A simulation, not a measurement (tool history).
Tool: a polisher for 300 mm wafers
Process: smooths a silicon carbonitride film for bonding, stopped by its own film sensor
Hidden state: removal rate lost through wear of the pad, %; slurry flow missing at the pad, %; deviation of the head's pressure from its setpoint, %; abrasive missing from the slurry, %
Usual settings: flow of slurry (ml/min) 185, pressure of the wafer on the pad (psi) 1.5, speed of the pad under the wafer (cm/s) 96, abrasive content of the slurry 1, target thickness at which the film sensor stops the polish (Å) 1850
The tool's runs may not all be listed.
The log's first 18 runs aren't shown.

run   hour  flow of slurry (ml/min)  pressure of the wafer on the pad (psi)  speed of the pad under the wafer (cm/s)  abrasive content of the slurry  target thickness at which the film sensor stops the polish (Å)  wafers since the last listed run  wafers polished on this pad  hours since the slurry nozzle was cleaned  hours since the head pressure was calibrated  hours since the slurry blender was calibrated  incoming thickness of the incoming film, nm  time until the film sensor stopped the polish (s)
 19  492.8                      185                                     1.5                                       96                             1.1                                                            1930                               102                          896                                      855.1                                         312.3                                           92.2                                        206.8                                              106.2
     503.2  -- slurry nozzle cleaned
 20  510.9                      185                                     1.5                                       96                               1                                                            1790                               117                         1013                                        7.7                                         330.4                                          110.3                                        209.7                                              233.3
     526.1  -- worn pad replaced by a new one
     539.8  -- head pressure recalibrated
 21  540.4                      205                                       1                                       96                               1                                                            1850                               161                           84                                       37.2                                           0.6                                          139.8                                        206.9                                              245.4
 22  569.4                      185                                     1.2                                       96                             0.8                                                            1800                               199                          284                                       66.2                                          29.6                                          168.8                                        208.6                                                320
 23  599.1                      185                                     1.5                                       96                               1                                                            1850                               204                          488                                       95.9                                          59.3                                          198.5                                        209.7                                              193.9
 24  632.7                      185                                     1.5                                       96                               1                                                            1850                               231                          720                                      129.5                                          92.9                                          232.1                                        211.9                                              213.7
 25  645.3                      185                                     1.8                                       96                               1                                                            1930                                86                          807                                      142.1                                         105.5                                          244.7                                        208.1                                              103.3
 26    668                      185                                     1.5                                       96                               1                                                            1940                               156                          963                                      164.8                                         128.2                                          267.4                                          213                                              159.1
     695.1  -- worn pad replaced by a new one
 27  700.5                      185                                     1.5                                       96                               1                                                            1850                               196                           36                                      197.3                                         160.7                                          299.9                                        208.7                                              200.6
 28    736                      145                                     1.9                                       96                            1.15                                                            1850                               244                          281                                      232.8                                         196.2                                          335.4                                        214.2                                              197.1
 29  762.3                      185                                     1.5                                       66                               1                                                            1850                               181                          462                                      259.1                                         222.5                                          361.7                                          206                                              226.1
 30  791.8                      185                                     1.5                                       96                               1                                                            1850                               203                          665                                      288.6                                           252                                          391.2                                        209.6                                              217.9

Forecast each of these 4 alternatives for the next run:
  A  792.3                      185                                     1.2                                       96                               1                                                            1850                                 3                          669                                      289.1                                         252.5                                          391.7                                          211                                                  ?
  B  792.3                      185                                     1.5                                       96                            0.85                                                            1850                                 3                          669                                      289.1                                         252.5                                          391.7                                          211                                                  ?
  C  792.3                      185                                     1.5                                       96                            0.75                                                            1850                                 3                          669                                      289.1                                         252.5                                          391.7                                          211                                                  ?
  D  792.3                      185                                     1.5                                       96                             0.7                                                            1850                                 3                          669                                      289.1                                         252.5                                          391.7                                          211                                                  ?

run  time until the film sensor stopped the polish (s)
  A                                              287.3
  B                                              252.7
  C                                              273.1
  D                                              285.7
Without the tool's hidden state the same runs would have given:
run  time until the film sensor stopped the polish (s)
  A                                              228.9
  B                                              198.3
  C                                              211.9
  D                                              220.2
